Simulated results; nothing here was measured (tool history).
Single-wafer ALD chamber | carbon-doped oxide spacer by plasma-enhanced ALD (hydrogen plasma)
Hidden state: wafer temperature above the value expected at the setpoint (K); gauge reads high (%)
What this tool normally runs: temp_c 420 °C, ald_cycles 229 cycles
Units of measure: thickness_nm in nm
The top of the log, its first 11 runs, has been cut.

run	hour	temp_c	ald_cycles	wafers since the last listed run	hours since the last thermocouple change	hours since the gauge calibration	read-back reference wafer on the same gauge, thickness_nm	thickness_nm
# hour 139.9: thermocouple changed; heater temperature recalibrated
12	142.6	420	229	8	2.7	187.7	9.361	10.690
13	159.2	426	252	22	19.3	204.3	9.362	11.488
14	173.3	426	252	19	33.4	218.4	9.370	11.475
15	180.3	426	252	9	40.4	225.4	9.379	11.526
# hour 185.1: gauge calibrated
16	190.7	414	229	14	50.8	5.6	9.306	10.845
17	202.1	426	229	15	62.2	17.0	9.311	10.415
18	216.6	420	250	19	76.7	31.5	9.325	11.582
19	223.6	420	229	9	83.7	38.5	9.317	10.644
20	239.2	432	199	21	99.3	54.1	9.315	8.826
21	248.9	410	229	13	109.0	63.8	9.334	11.001
22	266.8	420	229	24	126.9	81.7	9.334	10.608
23	277.3	435	242	14	137.4	92.2	9.332	10.647
24	288.0	406	229	14	148.1	102.9	9.337	11.135
25	301.5	420	229	18	161.6	116.4	9.350	10.634
26	315.9	410	257	19	176.0	130.8	9.352	12.315
27	329.6	431	254	18	189.7	144.5	9.363	11.407
28	346.5	425	209	22	206.6	161.4	9.363	9.564
29	360.7	420	214	19	220.8	175.6	9.365	10.000
30	377.7	420	206	22	237.8	192.6	9.372	9.581
31	390.9	432	229	17	251.0	205.8	9.373	10.216
32	401.5	420	229	14	261.6	216.4	9.380	10.668
33	412.0	426	252	14	272.1	226.9	9.381	11.526

5 ways to go on from here, each from the tool as it stands after run 33. What would each give?
A	412.7	415	229	0	272.8	227.6	?	?
B	412.7	424	217	0	272.8	227.6	?	?
C	412.7	412	229	0	272.8	227.6	?	?
D	412.7	428	272	0	272.8	227.6	?	?
E	412.7	434	269	0	272.8	227.6	?	?

run	read-back reference wafer on the same gauge, thickness_nm	thickness_nm
A	9.387	10.855
B	9.387	9.970
C	9.387	10.967
D	9.387	12.321
E	9.387	11.923
Take away the tool's hidden state, keep each run's random variation, and the runs would have read:
run	thickness_nm
A	10.753
B	9.876
C	10.863
D	12.205
E	11.811

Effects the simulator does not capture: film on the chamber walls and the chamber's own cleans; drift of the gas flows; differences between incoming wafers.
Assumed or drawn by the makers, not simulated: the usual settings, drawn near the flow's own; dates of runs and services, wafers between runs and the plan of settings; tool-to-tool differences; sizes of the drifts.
